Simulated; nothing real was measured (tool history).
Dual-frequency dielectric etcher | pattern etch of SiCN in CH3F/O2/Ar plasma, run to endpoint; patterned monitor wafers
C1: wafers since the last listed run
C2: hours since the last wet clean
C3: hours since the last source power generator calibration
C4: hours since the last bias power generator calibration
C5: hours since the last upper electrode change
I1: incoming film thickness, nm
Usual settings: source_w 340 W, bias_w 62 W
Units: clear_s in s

Run 1, hour 0.0: usual settings; C1 0; C2 93.8; C3 689.4; C4 712.4; C5 5194.1; I1 7.65. Result: clear_s 22.9 s.
Run 2, hour 90.1: usual settings; C1 1106; C2 183.9; C3 779.5; C4 802.5; C5 5284.2; I1 7.58. Result: clear_s 22.6 s.
Run 3, hour 193.0: usual settings; C1 1264; C2 286.8; C3 882.4; C4 905.4; C5 5387.1; I1 7.74. Result: clear_s 23.2 s.
Run 4, hour 256.8: usual settings; C1 783; C2 350.6; C3 946.2; C4 969.2; C5 5450.9; I1 7.67. Result: clear_s 22.6 s.
Run 5, hour 335.7: usual settings; C1 969; C2 429.5; C3 1025.1; C4 1048.1; C5 5529.8; I1 7.68. Result: clear_s 22.9 s.
Run 6, hour 438.4: usual settings; C1 1261; C2 532.2; C3 1127.8; C4 1150.8; C5 5632.5; I1 7.72. Result: clear_s 23.0 s.
At hour 488.8: wet clean of the chamber.
Run 7, hour 545.6: usual settings but source_w 290 W; C1 1022; C2 56.8; C3 1235.0; C4 1258.0; C5 5739.7; I1 7.71. Result: clear_s 24.6 s.
Run 8, hour 639.9: usual settings but source_w 290 W; C1 1158; C2 151.1; C3 1329.3; C4 1352.3; C5 5834.0; I1 7.72. Result: clear_s 24.3 s.
At hour 666.5: source power generator calibrated.
At hour 694.1: upper electrode replaced.
Run 9, hour 696.9: usual settings but source_w 290 W; C1 356; C2 208.1; C3 30.4; C4 1409.3; C5 2.8; I1 7.70. Result: clear_s 25.0 s.
Run 10, hour 739.5: usual settings; C1 523; C2 250.7; C3 73.0; C4 1451.9; C5 45.4; I1 7.81. Result: clear_s 23.6 s.
Run 11, hour 799.9: usual settings; C1 742; C2 311.1; C3 133.4; C4 1512.3; C5 105.8; I1 7.73. Result: clear_s 23.2 s.
Run 12, hour 878.2: usual settings but bias_w 67 W; C1 961; C2 389.4; C3 211.7; C4 1590.6; C5 184.1; I1 7.73. Result: clear_s 22.7 s.
Run 13, hour 946.8: usual settings but source_w 380 W, bias_w 71 W; C1 842; C2 458.0; C3 280.3; C4 1659.2; C5 252.7; I1 7.63. Result: clear_s 21.0 s.
At hour 1014.8: wet clean of the chamber.
Run 14, hour 1015.3: usual settings but bias_w 57 W; C1 546; C2 0.5; C3 348.8; C4 1727.7; C5 321.2; I1 7.61. Result: clear_s 23.4 s.
Run 15, hour 1048.0: usual settings; C1 401; C2 33.2; C3 381.5; C4 1760.4; C5 353.9; I1 7.79. Result: clear_s 23.2 s.
At hour 1054.4: bias power generator calibrated.
Run 16, hour 1106.4: usual settings but source_w 260 W; C1 668; C2 91.6; C3 439.9; C4 52.0; C5 412.3; I1 7.69. Result: clear_s 26.0 s.
Run 17, hour 1192.5: usual settings; C1 1057; C2 177.7; C3 526.0; C4 138.1; C5 498.4; I1 7.67. Result: clear_s 22.7 s.
Run 18, hour 1294.7: usual settings but source_w 380 W, bias_w 68 W; C1 1255; C2 279.9; C3 628.2; C4 240.3; C5 600.6; I1 7.65. Result: clear_s 21.3 s.
Run 19, hour 1356.3: usual settings but source_w 300 W, bias_w 49 W; C1 756; C2 341.5; C3 689.8; C4 301.9; C5 662.2; I1 7.66. Result: clear_s 25.7 s.
Run 20, hour 1435.2: usual settings but source_w 270 W, bias_w 72 W; C1 969; C2 420.4; C3 768.7; C4 380.8; C5 741.1; I1 7.79. Result: clear_s 24.6 s.
At hour 1534.0: wet clean of the chamber.
Run 21, hour 1534.5: usual settings but source_w 310 W, bias_w 58 W; C1 925; C2 0.5; C3 868.0; C4 480.1; C5 840.4; I1 7.69. Result: clear_s 24.4 s.
Run 22, hour 1562.5: usual settings; C1 344; C2 28.5; C3 896.0; C4 508.1; C5 868.4; I1 7.70. Result: clear_s 23.1 s.
Run 23, hour 1653.3: usual settings; C1 1115; C2 119.3; C3 986.8; C4 598.9; C5 959.2; I1 7.73. Result: clear_s 22.9 s.

The tool's hidden state at each run:
etch rate over this chamber's usual, %: 0 in every run
bias power that arrives over what is set, %: 0 in every run
H1: source power that arrives over what is set, %
run      H1
  1    1.88
  2    2.17
  3    2.55
  4    2.81
  5    3.16
  6    3.64
  7     4.2
  8    4.74
  9  0.0122
 10   0.022
 11  0.0495
 12   0.109
 13   0.184
 14   0.279
 15   0.332
 16   0.438
 17   0.622
 18   0.883
 19    1.06
 20    1.32
 21    1.68
 22    1.79
 23    2.16
